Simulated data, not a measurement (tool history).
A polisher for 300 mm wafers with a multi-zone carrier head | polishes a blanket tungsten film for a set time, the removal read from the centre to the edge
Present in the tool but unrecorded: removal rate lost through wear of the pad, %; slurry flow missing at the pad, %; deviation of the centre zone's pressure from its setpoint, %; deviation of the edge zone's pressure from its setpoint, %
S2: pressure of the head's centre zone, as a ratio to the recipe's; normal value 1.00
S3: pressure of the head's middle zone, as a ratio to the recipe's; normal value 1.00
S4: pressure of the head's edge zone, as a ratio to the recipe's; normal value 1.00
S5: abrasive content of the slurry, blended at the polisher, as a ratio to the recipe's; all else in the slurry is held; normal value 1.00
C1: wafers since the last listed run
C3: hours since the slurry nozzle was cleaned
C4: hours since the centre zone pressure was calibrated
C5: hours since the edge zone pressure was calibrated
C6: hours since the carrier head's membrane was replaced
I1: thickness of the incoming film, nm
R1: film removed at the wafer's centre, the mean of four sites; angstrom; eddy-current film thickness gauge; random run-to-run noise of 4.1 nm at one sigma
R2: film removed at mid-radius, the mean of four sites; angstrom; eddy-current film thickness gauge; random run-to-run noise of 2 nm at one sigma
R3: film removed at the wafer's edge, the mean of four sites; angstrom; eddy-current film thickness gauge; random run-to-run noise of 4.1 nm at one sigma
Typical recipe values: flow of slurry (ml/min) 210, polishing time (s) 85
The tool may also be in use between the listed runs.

Run 1, day 0.000: usual settings; C1 0; wafers polished on this pad 2513; C3 287.3; C4 537.1; C5 243.4; C6 188.3; I1 1149.1. Result: R1 3113 angstrom, R2 3019 angstrom, R3 3027 angstrom.
Run 2, day 3.242: usual settings; C1 512; wafers polished on this pad 3025; C3 365.1; C4 614.9; C5 321.2; C6 266.1; I1 1164.9. Result: R1 3073 angstrom, R2 2944 angstrom, R3 3118 angstrom.
Run 3, day 6.662: usual settings; C1 540; wafers polished on this pad 3566; C3 447.2; C4 697.0; C5 403.3; C6 348.2; I1 1181.8. Result: R1 3039 angstrom, R2 2902 angstrom, R3 3093 angstrom.
Run 4, day 9.483: usual settings but S3 1.04; C1 445; wafers polished on this pad 4012; C3 514.9; C4 764.7; C5 471.0; C6 415.9; I1 1173.8. Result: R1 2978 angstrom, R2 2985 angstrom, R3 3007 angstrom.
Run 5, day 11.000: usual settings but S3 1.07; C1 239; wafers polished on this pad 4251; C3 551.3; C4 801.1; C5 507.4; C6 452.3; I1 1167.5. Result: R1 2973 angstrom, R2 3056 angstrom, R3 3084 angstrom.
Run 6, day 14.788: usual settings but flow of slurry (ml/min) 275; C1 598; wafers polished on this pad 4850; C3 642.2; C4 892.0; C5 598.3; C6 543.2; I1 1183.4. Result: R1 3171 angstrom, R2 3051 angstrom, R3 3114 angstrom.
At day 14.992: worn pad replaced by a new one.
Run 7, day 16.933: usual settings; C1 312; wafers polished on this pad 306; C3 693.7; C4 943.5; C5 649.8; C6 594.7; I1 1171.6. Result: R1 2966 angstrom, R2 2887 angstrom, R3 3034 angstrom.
Run 8, day 18.633: usual settings; C1 268; wafers polished on this pad 575; C3 734.5; C4 984.3; C5 690.6; C6 635.5; I1 1180.4. Result: R1 2997 angstrom, R2 2901 angstrom, R3 2983 angstrom.
At day 19.567: slurry nozzle cleaned.
At day 27.400: centre zone pressure recalibrated.
Run 9, day 27.950: usual settings; C1 1452; wafers polished on this pad 2028; C3 201.2; C4 13.2; C5 914.2; C6 859.1; I1 1164.9. Result: R1 3163 angstrom, R2 3055 angstrom, R3 3112 angstrom.
Run 10, day 32.375: usual settings but S4 1.11, S5 0.80, polishing time (s) 59; C1 699; wafers polished on this pad 2727; C3 307.4; C4 119.4; C5 1020.4; C6 965.3; I1 1156.0. Result: R1 1992 angstrom, R2 1900 angstrom, R3 2031 angstrom.
Run 11, day 36.633: usual settings but flow of slurry (ml/min) 280, S2 1.04, S4 0.90, polishing time (s) 97; C1 672; wafers polished on this pad 3400; C3 409.6; C4 221.6; C5 1122.6; C6 1067.5; I1 1166.4. Result: R1 3853 angstrom, R2 3550 angstrom, R3 3517 angstrom.
Run 12, day 38.250: usual settings but flow of slurry (ml/min) 160, S5 0.75; C1 255; wafers polished on this pad 3655; C3 448.4; C4 260.4; C5 1161.4; C6 1106.3; I1 1169.1. Result: R1 2503 angstrom, R2 2461 angstrom, R3 2549 angstrom.
At day 40.775: edge zone pressure recalibrated.
Run 13, day 41.896: usual settings but S4 0.94; C1 562; wafers polished on this pad 4218; C3 535.9; C4 347.9; C5 26.9; C6 1193.8; I1 1155.8. Result: R1 2968 angstrom, R2 2919 angstrom, R3 2977 angstrom.

Expected results for the next run?
At day 43.579: worn pad replaced by a new one.
Run 14, day 44.158: usual settings but S3 0.88, S5 0.80; C1 331; wafers polished on this pad 91; C3 590.2; C4 402.2; C5 81.2; C6 1248.1; I1 1171.7. Result: R1 ?, R2 ?, R3 ?.

Run 14 came out at R1 2749 angstrom, R2 2434 angstrom, R3 2713 angstrom.
Were there no unlogged condition in the tool, this run, its random variation unchanged, would have produced R1 3055 angstrom, R2 2673 angstrom, R3 2904 angstrom.
